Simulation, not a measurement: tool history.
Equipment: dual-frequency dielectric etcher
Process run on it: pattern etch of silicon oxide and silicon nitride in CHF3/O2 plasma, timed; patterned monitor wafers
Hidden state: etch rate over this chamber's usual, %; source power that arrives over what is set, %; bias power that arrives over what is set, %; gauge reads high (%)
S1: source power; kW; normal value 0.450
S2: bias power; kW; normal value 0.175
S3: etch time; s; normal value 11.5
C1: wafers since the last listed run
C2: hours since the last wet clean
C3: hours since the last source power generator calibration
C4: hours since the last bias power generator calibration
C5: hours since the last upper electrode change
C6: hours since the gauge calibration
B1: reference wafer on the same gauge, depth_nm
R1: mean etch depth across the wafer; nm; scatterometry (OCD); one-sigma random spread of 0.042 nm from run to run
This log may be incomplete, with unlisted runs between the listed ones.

{"run": 1, "hour": 0.0, "S1": 0.45, "S2": 0.175, "S3": 11.5, "C1": 0, "C2": 0.5, "C3": 2859.5, "C4": 2352.5, "C5": 5332.7, "C6": 131.7, "B1": 15.54, "R1": 14.32}
{"run": 2, "hour": 27.9, "S1": 0.45, "S2": 0.175, "S3": 11.5, "C1": 492, "C2": 28.4, "C3": 2887.4, "C4": 2380.4, "C5": 5360.6, "C6": 159.6, "B1": 15.52, "R1": 14.31}
{"run": 3, "hour": 54.3, "S1": 0.42, "S2": 0.175, "S3": 11.5, "C1": 465, "C2": 54.8, "C3": 2913.8, "C4": 2406.8, "C5": 5387.0, "C6": 186.0, "B1": 15.54, "R1": 13.86}
{"run": 4, "hour": 90.5, "S1": 0.42, "S2": 0.175, "S3": 11.5, "C1": 638, "C2": 91.0, "C3": 2950.0, "C4": 2443.0, "C5": 5423.2, "C6": 222.2, "B1": 15.56, "R1": 13.88}
{"run": 5, "hour": 120.4, "S1": 0.42, "S2": 0.175, "S3": 11.5, "C1": 527, "C2": 120.9, "C3": 2979.9, "C4": 2472.9, "C5": 5453.1, "C6": 252.1, "B1": 15.57, "R1": 13.88}
{"run": 6, "hour": 191.5, "S1": 0.45, "S2": 0.151, "S3": 13.0, "C1": 1254, "C2": 192.0, "C3": 3051.0, "C4": 2544.0, "C5": 5524.2, "C6": 323.2, "B1": 15.58, "R1": 15.49}
{"run": 7, "hour": 253.4, "S1": 0.45, "S2": 0.151, "S3": 13.0, "C1": 1092, "C2": 253.9, "C3": 3112.9, "C4": 2605.9, "C5": 5586.1, "C6": 385.1, "B1": 15.6, "R1": 15.59}
{"hour": 389.3, "done": "wet clean of the chamber"}
{"run": 8, "hour": 401.3, "S1": 0.45, "S2": 0.175, "S3": 11.5, "C1": 2185, "C2": 12.0, "C3": 3260.8, "C4": 2753.8, "C5": 5734.0, "C6": 533.0, "B1": 15.66, "R1": 14.45}
{"run": 9, "hour": 430.1, "S1": 0.45, "S2": 0.207, "S3": 11.5, "C1": 508, "C2": 40.8, "C3": 3289.6, "C4": 2782.6, "C5": 5762.8, "C6": 561.8, "B1": 15.67, "R1": 15.11}
{"run": 10, "hour": 463.1, "S1": 0.45, "S2": 0.155, "S3": 11.5, "C1": 582, "C2": 73.8, "C3": 3322.6, "C4": 2815.6, "C5": 5795.8, "C6": 594.8, "B1": 15.69, "R1": 13.9}
{"run": 11, "hour": 524.3, "S1": 0.45, "S2": 0.175, "S3": 11.5, "C1": 1079, "C2": 135.0, "C3": 3383.8, "C4": 2876.8, "C5": 5857.0, "C6": 656.0, "B1": 15.73, "R1": 14.45}
{"run": 12, "hour": 575.4, "S1": 0.45, "S2": 0.175, "S3": 11.5, "C1": 901, "C2": 186.1, "C3": 3434.9, "C4": 2927.9, "C5": 5908.1, "C6": 707.1, "B1": 15.72, "R1": 14.39}
{"run": 13, "hour": 607.7, "S1": 0.45, "S2": 0.175, "S3": 11.5, "C1": 569, "C2": 218.4, "C3": 3467.2, "C4": 2960.2, "C5": 5940.4, "C6": 739.4, "B1": 15.74, "R1": 14.47}
{"run": 14, "hour": 646.8, "S1": 0.45, "S2": 0.175, "S3": 11.5, "C1": 689, "C2": 257.5, "C3": 3506.3, "C4": 2999.3, "C5": 5979.5, "C6": 778.5, "B1": 15.74, "R1": 14.49}
{"run": 15, "hour": 678.5, "S1": 0.45, "S2": 0.175, "S3": 8.5, "C1": 559, "C2": 289.2, "C3": 3538.0, "C4": 3031.0, "C5": 6011.2, "C6": 810.2, "B1": 15.75, "R1": 10.72}
{"hour": 705.0, "done": "upper electrode replaced"}
{"hour": 726.5, "done": "bias power generator calibrated"}
{"run": 16, "hour": 735.9, "S1": 0.45, "S2": 0.175, "S3": 11.5, "C1": 518, "C2": 346.6, "C3": 3595.4, "C4": 9.4, "C5": 30.9, "C6": 867.6, "B1": 15.78, "R1": 14.55}
{"hour": 798.3, "done": "source power generator calibrated"}
{"hour": 836.6, "done": "wet clean of the chamber"}
{"run": 17, "hour": 940.2, "S1": 0.51, "S2": 0.191, "S3": 9.5, "C1": 3110, "C2": 103.6, "C3": 141.9, "C4": 213.7, "C5": 235.2, "C6": 1071.9, "B1": 15.83, "R1": 13.09}
{"run": 18, "hour": 995.9, "S1": 0.55, "S2": 0.135, "S3": 10.0, "C1": 982, "C2": 159.3, "C3": 197.6, "C4": 269.4, "C5": 290.9, "C6": 1127.6, "B1": 15.85, "R1": 12.89}
{"hour": 1043.9, "done": "gauge calibrated"}
{"run": 19, "hour": 1060.5, "S1": 0.45, "S2": 0.16, "S3": 9.0, "C1": 1139, "C2": 223.9, "C3": 262.2, "C4": 334.0, "C5": 355.5, "C6": 16.6, "B1": 15.57, "R1": 10.88}
{"run": 20, "hour": 1170.9, "S1": 0.38, "S2": 0.187, "S3": 9.5, "C1": 1947, "C2": 334.3, "C3": 372.6, "C4": 444.4, "C5": 465.9, "C6": 127.0, "B1": 15.57, "R1": 11.23}
{"run": 21, "hour": 1217.9, "S1": 0.45, "S2": 0.175, "S3": 11.5, "C1": 829, "C2": 381.3, "C3": 419.6, "C4": 491.4, "C5": 512.9, "C6": 174.0, "B1": 15.6, "R1": 14.35}

Run 22 has not been measured yet. What should we expect?
{"hour": 1248.0, "done": "wet clean of the chamber"}
{"run": 22, "hour": 1374.7, "S1": 0.45, "S2": 0.175, "S3": 11.5, "C1": 2342, "C2": 126.7, "C3": 576.4, "C4": 648.2, "C5": 669.7, "C6": 330.8, "B1": "?", "R1": "?"}

{"run 22": {"B1": 15.65, "R1": 14.36}}
With no hidden state in the tool, this same run would have given R1 14.21 nm.

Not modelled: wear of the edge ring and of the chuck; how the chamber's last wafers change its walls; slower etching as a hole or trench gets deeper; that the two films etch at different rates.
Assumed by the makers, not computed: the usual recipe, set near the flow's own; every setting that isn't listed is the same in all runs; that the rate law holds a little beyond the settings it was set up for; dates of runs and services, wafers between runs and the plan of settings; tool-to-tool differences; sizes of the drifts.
